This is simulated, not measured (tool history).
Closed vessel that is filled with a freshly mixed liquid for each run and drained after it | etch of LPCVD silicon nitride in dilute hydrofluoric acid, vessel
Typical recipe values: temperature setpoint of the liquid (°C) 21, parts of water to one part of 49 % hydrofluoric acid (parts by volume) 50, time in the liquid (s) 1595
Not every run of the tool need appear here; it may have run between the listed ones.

| run | hour | temperature setpoint of the liquid (°C) | parts of water to one part of 49 % hydrofluoric acid (parts by volume) | time in the liquid (s) | read-back film thickness of the LPCVD silicon nitride reference wafer, read on the same gauge (nm) | thickness taken off the LPCVD silicon nitride on a monitor wafer (angstrom) |
|---|---|---|---|---|---|---|
| 1 | 0 | 20 | 50 | 1595 | 60.01 | 140.8 |
| 2 | 68.3 | 21 | 40 | 2120 | 59.97 | 249.5 |
| 3 | 95.9 | 21 | 50 | 1595 | 59.98 | 151 |
| 4 | 126 | 21 | 50 | 1595 | 60.01 | 151 |
| 5 | 169.1 | 21 | 50 | 1595 | 59.99 | 150.6 |
| 6 | 218 | 21 | 50 | 1595 | 60 | 151.2 |
|  | 268 | gauge calibrated |
| 7 | 280.4 | 21 | 50 | 1595 | 60 | 151.8 |
| 8 | 311.7 | 21 | 50 | 2240 | 59.99 | 215.1 |
|  | 354.9 | hydrofluoric acid flow meter replaced |
| 9 | 406.9 | 17.5 | 75 | 1950 | 60.03 | 98.2 |
|  | 434.3 | thermometer replaced |
| 10 | 464.2 | 24.5 | 30 | 2430 | 60.01 | 483 |
| 11 | 502.3 | 21 | 50 | 1595 | 59.99 | 150.5 |
| 12 | 571.1 | 17.5 | 50 | 1595 | 59.95 | 118 |
| 13 | 635.4 | 21 | 50 | 840 | 59.99 | 80.4 |
| 14 | 686.4 | 23.5 | 40 | 1595 | 60.03 | 226 |
| 15 | 736 | 21 | 50 | 785 | 59.98 | 74.2 |
| 16 | 781.7 | 21 | 50 | 1595 | 60.03 | 151.9 |
| 17 | 823.1 | 17.5 | 25 | 1955 | 59.99 | 279.2 |

Hidden state, per run?
liquid hotter than its thermometer reads (K): 0 across all the runs
hydrofluoric acid flow above the setpoint (%): 0 across all the runs
gauge reads high (%): 0 across all the runs
